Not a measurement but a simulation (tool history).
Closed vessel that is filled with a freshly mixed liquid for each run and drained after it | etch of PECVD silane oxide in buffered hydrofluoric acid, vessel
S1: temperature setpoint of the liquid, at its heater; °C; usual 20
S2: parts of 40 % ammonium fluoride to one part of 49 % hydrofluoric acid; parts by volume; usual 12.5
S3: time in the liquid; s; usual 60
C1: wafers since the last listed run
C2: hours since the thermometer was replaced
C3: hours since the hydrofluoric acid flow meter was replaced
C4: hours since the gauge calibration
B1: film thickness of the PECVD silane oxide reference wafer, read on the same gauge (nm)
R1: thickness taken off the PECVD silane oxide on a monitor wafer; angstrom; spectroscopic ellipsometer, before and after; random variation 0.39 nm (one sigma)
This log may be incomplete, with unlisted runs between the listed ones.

{"run": 1, "hour": 0.0, "S1": 20, "S2": 12.5, "S3": 60, "C1": 0, "C2": 90.6, "C3": 497.6, "C4": 3205.7, "B1": 59.99, "R1": 835.8}
{"run": 2, "hour": 48.3, "S1": 20, "S2": 12.5, "S3": 60, "C1": 3929, "C2": 138.9, "C3": 545.9, "C4": 3254, "B1": 59.99, "R1": 835.5}
{"run": 3, "hour": 75.1, "S1": 21.5, "S2": 12.5, "S3": 60, "C1": 2180, "C2": 165.7, "C3": 572.7, "C4": 3280.8, "B1": 59.99, "R1": 913}
{"run": 4, "hour": 141.8, "S1": 21.5, "S2": 12.5, "S3": 60, "C1": 5426, "C2": 232.4, "C3": 639.4, "C4": 3347.5, "B1": 59.99, "R1": 912.8}
{"hour": 200.1, "done": "hydrofluoric acid flow meter replaced, repeated, since the last time left the tool worse"}
{"hour": 201.2, "done": "gauge calibrated"}
{"run": 5, "hour": 206.5, "S1": 21.5, "S2": 12.5, "S3": 60, "C1": 5182, "C2": 297.1, "C3": 6.4, "C4": 5.3, "B1": 60.02, "R1": 990}
{"run": 6, "hour": 265.0, "S1": 17, "S2": 12.5, "S3": 60, "C1": 4759, "C2": 355.6, "C3": 64.9, "C4": 63.8, "B1": 59.98, "R1": 765.2}
{"run": 7, "hour": 305.3, "S1": 17, "S2": 12.5, "S3": 60, "C1": 3278, "C2": 395.9, "C3": 105.2, "C4": 104.1, "B1": 60.02, "R1": 764.5}
{"run": 8, "hour": 358.1, "S1": 17, "S2": 16, "S3": 60, "C1": 4295, "C2": 448.7, "C3": 158, "C4": 156.9, "B1": 59.97, "R1": 599.1}
{"run": 9, "hour": 393.7, "S1": 20, "S2": 12.5, "S3": 60, "C1": 2896, "C2": 484.3, "C3": 193.6, "C4": 192.5, "B1": 59.99, "R1": 894.8}
{"run": 10, "hour": 580.8, "S1": 20, "S2": 17.5, "S3": 85, "C1": 15222, "C2": 671.4, "C3": 380.7, "C4": 379.6, "B1": 60.03, "R1": 909.6}
{"run": 11, "hour": 647.5, "S1": 20, "S2": 15.5, "S3": 60, "C1": 5426, "C2": 738.1, "C3": 447.4, "C4": 446.3, "B1": 59.96, "R1": 724}
{"run": 12, "hour": 702.9, "S1": 22, "S2": 12.5, "S3": 85, "C1": 4507, "C2": 793.5, "C3": 502.8, "C4": 501.7, "B1": 60, "R1": 1411.5}
{"run": 13, "hour": 768.3, "S1": 20, "S2": 12.5, "S3": 60, "C1": 5320, "C2": 858.9, "C3": 568.2, "C4": 567.1, "B1": 59.95, "R1": 893.3}
{"run": 14, "hour": 837.8, "S1": 20, "S2": 14, "S3": 30, "C1": 5654, "C2": 928.4, "C3": 637.7, "C4": 636.6, "B1": 60.04, "R1": 396.9}
{"run": 15, "hour": 874.5, "S1": 25, "S2": 16.5, "S3": 30, "C1": 2985, "C2": 965.1, "C3": 674.4, "C4": 673.3, "B1": 59.98, "R1": 443.3}
{"run": 16, "hour": 938.5, "S1": 20, "S2": 14, "S3": 40, "C1": 5207, "C2": 1029.1, "C3": 738.4, "C4": 737.3, "B1": 60.04, "R1": 527.6}
{"run": 17, "hour": 992.3, "S1": 22.5, "S2": 12.5, "S3": 60, "C1": 4377, "C2": 1082.9, "C3": 792.2, "C4": 791.1, "B1": 60.02, "R1": 1014.7}
{"run": 18, "hour": 1198.2, "S1": 21.5, "S2": 8.5, "S3": 30, "C1": 16752, "C2": 1288.8, "C3": 998.1, "C4": 997, "B1": 59.96, "R1": 676}
{"run": 19, "hour": 1236.0, "S1": 20, "S2": 12.5, "S3": 60, "C1": 3075, "C2": 1326.6, "C3": 1035.9, "C4": 1034.8, "B1": 59.97, "R1": 882.6}
{"run": 20, "hour": 1302.1, "S1": 20, "S2": 12.5, "S3": 50, "C1": 5377, "C2": 1392.7, "C3": 1102, "C4": 1100.9, "B1": 60.01, "R1": 732.4}
{"run": 21, "hour": 1371.2, "S1": 20, "S2": 12.5, "S3": 60, "C1": 5621, "C2": 1461.8, "C3": 1171.1, "C4": 1170, "B1": 59.98, "R1": 877.8}
{"run": 22, "hour": 1432.7, "S1": 24, "S2": 12.5, "S3": 60, "C1": 5003, "C2": 1523.3, "C3": 1232.6, "C4": 1231.5, "B1": 60, "R1": 1084.6}
{"run": 23, "hour": 1458.1, "S1": 20, "S2": 9, "S3": 60, "C1": 2066, "C2": 1548.7, "C3": 1258, "C4": 1256.9, "B1": 59.96, "R1": 1174.5}
{"run": 24, "hour": 1515.1, "S1": 20, "S2": 12.5, "S3": 30, "C1": 4637, "C2": 1605.7, "C3": 1315, "C4": 1313.9, "B1": 59.98, "R1": 431.8}
{"run": 25, "hour": 1586.8, "S1": 20, "S2": 12.5, "S3": 60, "C1": 5833, "C2": 1677.4, "C3": 1386.7, "C4": 1385.6, "B1": 60.01, "R1": 874}
{"run": 26, "hour": 1640.4, "S1": 20, "S2": 12.5, "S3": 60, "C1": 4360, "C2": 1731, "C3": 1440.3, "C4": 1439.2, "B1": 59.99, "R1": 869.5}
{"run": 27, "hour": 1672.4, "S1": 17.5, "S2": 12.5, "S3": 95, "C1": 2603, "C2": 1763, "C3": 1472.3, "C4": 1471.2, "B1": 60.01, "R1": 1187.8}
{"run": 28, "hour": 1724.3, "S1": 20, "S2": 12.5, "S3": 60, "C1": 4222, "C2": 1814.9, "C3": 1524.2, "C4": 1523.1, "B1": 59.96, "R1": 866.4}
{"run": 29, "hour": 1759.1, "S1": 22.5, "S2": 8, "S3": 60, "C1": 2831, "C2": 1849.7, "C3": 1559, "C4": 1557.9, "B1": 60.01, "R1": 1502.4}
{"hour": 1786.3, "done": "thermometer replaced"}
{"run": 30, "hour": 1789.1, "S1": 20, "S2": 12.5, "S3": 60, "C1": 2359, "C2": 2.8, "C3": 1589, "C4": 1587.9, "B1": 60.02, "R1": 866.7}
{"run": 31, "hour": 1814.2, "S1": 20, "S2": 12.5, "S3": 60, "C1": 2042, "C2": 27.9, "C3": 1614.1, "C4": 1613, "B1": 59.96, "R1": 871.6}

The tool's hidden state at each run:
liquid hotter than its thermometer reads (K): 0 across all the runs
gauge reads high (%): 0 across all the runs
H1: hydrofluoric acid flow below the setpoint (%)
run=1 H1=7.11
run=2 H1=7.23
run=3 H1=7.29
run=4 H1=7.46
run=5 H1=0.164
run=6 H1=0.309
run=7 H1=0.41
run=8 H1=0.541
run=9 H1=0.629
run=10 H1=1.09
run=11 H1=1.26
run=12 H1=1.4
run=13 H1=1.56
run=14 H1=1.73
run=15 H1=1.82
run=16 H1=1.98
run=17 H1=2.12
run=18 H1=2.63
run=19 H1=2.72
run=20 H1=2.89
run=21 H1=3.06
run=22 H1=3.21
run=23 H1=3.28
run=24 H1=3.42
run=25 H1=3.6
run=26 H1=3.73
run=27 H1=3.81
run=28 H1=3.94
run=29 H1=4.02
run=30 H1=4.1
run=31 H1=4.16
